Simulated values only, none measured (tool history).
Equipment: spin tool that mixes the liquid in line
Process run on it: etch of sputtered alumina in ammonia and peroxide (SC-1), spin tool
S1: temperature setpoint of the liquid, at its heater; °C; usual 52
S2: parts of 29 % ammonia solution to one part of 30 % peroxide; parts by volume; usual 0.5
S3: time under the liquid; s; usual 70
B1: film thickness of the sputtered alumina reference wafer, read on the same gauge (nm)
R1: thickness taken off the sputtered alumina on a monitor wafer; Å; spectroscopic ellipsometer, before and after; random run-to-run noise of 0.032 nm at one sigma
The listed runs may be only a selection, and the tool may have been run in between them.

run	hour	S1	S2	S3	B1	R1
1	0	52	0.5	70	79.995	38.36
2	101.3	52	0.5	70	79.969	37.65
3	194.2	52	0.5	70	79.976	37.71
4	267.7	56.5	0.5	70	79.988	47.07
5	311.3	56.5	0.5	70	79.975	47.19
# hour 349: new drum of ammonia solution connected
6	360.3	56.5	0.5	70	79.989	47.07
7	440.8	52	0.5	70	80	36.56
8	510.5	52	0.5	70	80.004	36.54
9	551.4	52	0.5	70	79.989	36.37
10	605.6	52	0.5	70	79.988	35.9
11	682.1	59	0.7	90	79.978	69.83
# hour 723.7: new drum of ammonia solution connected
# hour 776.5: ammonia flow meter replaced
12	782.2	55	0.5	50	79.987	30.25
13	885.3	62	0.5	70	79.995	59.71
# hour 902.9: heated supply line repaired
# hour 933.7: gauge calibrated
14	962	52	0.4	50	80.037	26.58
# hour 963.7: thermometer replaced
15	1037.9	56.5	0.5	70	79.984	51.55
16	1105.7	47.5	0.5	85	80.004	37.99
# hour 1146.5: new drum of ammonia solution connected
17	1178	52	0.5	70	80.014	40.07
18	1217.7	52	0.65	70	80.013	41.38
19	1313.8	52	0.5	70	79.972	39.45
20	1394.1	52	0.5	70	79.984	39.05
21	1501	49	0.4	105	80.004	48.59

For each run, what was the tool's unlogged condition?
ammonia flow above the setpoint (%): 0 across all the runs
ammonia solution weaker than its label (%): 0 across all the runs
gauge reads high (%): 0 across all the runs
H1: liquid colder than its thermometer reads (K)
H2: temperature lost on the way to the wafer (K)
run	H1	H2
1	0.301	1.27
2	0.413	1.33
3	0.516	1.38
4	0.597	1.42
5	0.646	1.45
6	0.7	1.48
7	0.789	1.53
8	0.867	1.57
9	0.912	1.59
10	0.972	1.62
11	1.06	1.67
12	1.17	1.73
13	1.28	1.79
14	1.37	0.214
15	0.135	0.258
16	0.21	0.298
17	0.29	0.34
18	0.334	0.363
19	0.441	0.42
20	0.53	0.467
21	0.648	0.529
